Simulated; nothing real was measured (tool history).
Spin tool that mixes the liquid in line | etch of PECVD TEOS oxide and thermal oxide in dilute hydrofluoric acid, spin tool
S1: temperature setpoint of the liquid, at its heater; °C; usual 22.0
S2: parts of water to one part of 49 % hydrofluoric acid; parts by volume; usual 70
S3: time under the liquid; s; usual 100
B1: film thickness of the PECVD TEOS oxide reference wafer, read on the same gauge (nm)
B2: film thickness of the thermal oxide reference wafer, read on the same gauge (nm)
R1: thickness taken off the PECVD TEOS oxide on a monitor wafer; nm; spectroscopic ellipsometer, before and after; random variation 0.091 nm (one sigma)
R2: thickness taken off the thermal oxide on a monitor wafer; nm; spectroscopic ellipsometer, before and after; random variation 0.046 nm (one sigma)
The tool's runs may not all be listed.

run,hour,S1,S2,S3,B1,B2,R1,R2
1,0.0,22.0,70,130,70.01,40.05,21.34,7.23
# hour 10.8: gauge calibrated
2,17.2,22.0,70,100,69.98,39.98,16.46,5.64
3,27.3,22.0,70,100,70.00,40.07,16.39,5.55
4,39.1,22.0,60,115,70.00,39.97,22.16,7.57
5,46.1,22.0,60,115,70.01,40.00,22.04,7.67
6,58.9,22.0,70,100,70.01,40.01,16.39,5.57
7,67.8,22.0,70,100,70.00,40.04,16.36,5.57
8,85.0,22.0,100,100,70.00,39.98,11.06,3.78
# hour 96.3: hydrofluoric acid flow meter replaced
9,96.8,22.0,70,100,69.99,40.04,16.29,5.59
10,113.5,24.0,105,120,69.99,40.04,13.65,4.70
11,122.4,23.5,90,80,70.01,40.03,10.67,3.60
12,140.2,22.0,45,120,70.00,39.98,31.18,10.69
13,148.5,24.0,85,100,70.01,40.01,14.29,4.91
14,155.3,27.0,70,120,69.98,40.01,24.15,8.25

Run 15 comes next. What will it give?
# hour 158.0: thermometer replaced
15,167.8,22.0,70,40,?,?,?,?

{"run 15": {"B1": 70.0, "B2": 39.98, "R1": 7.3, "R2": 2.48}}
Without the tool's hidden state the same run would have given R1 7.37 nm, R2 2.50 nm.

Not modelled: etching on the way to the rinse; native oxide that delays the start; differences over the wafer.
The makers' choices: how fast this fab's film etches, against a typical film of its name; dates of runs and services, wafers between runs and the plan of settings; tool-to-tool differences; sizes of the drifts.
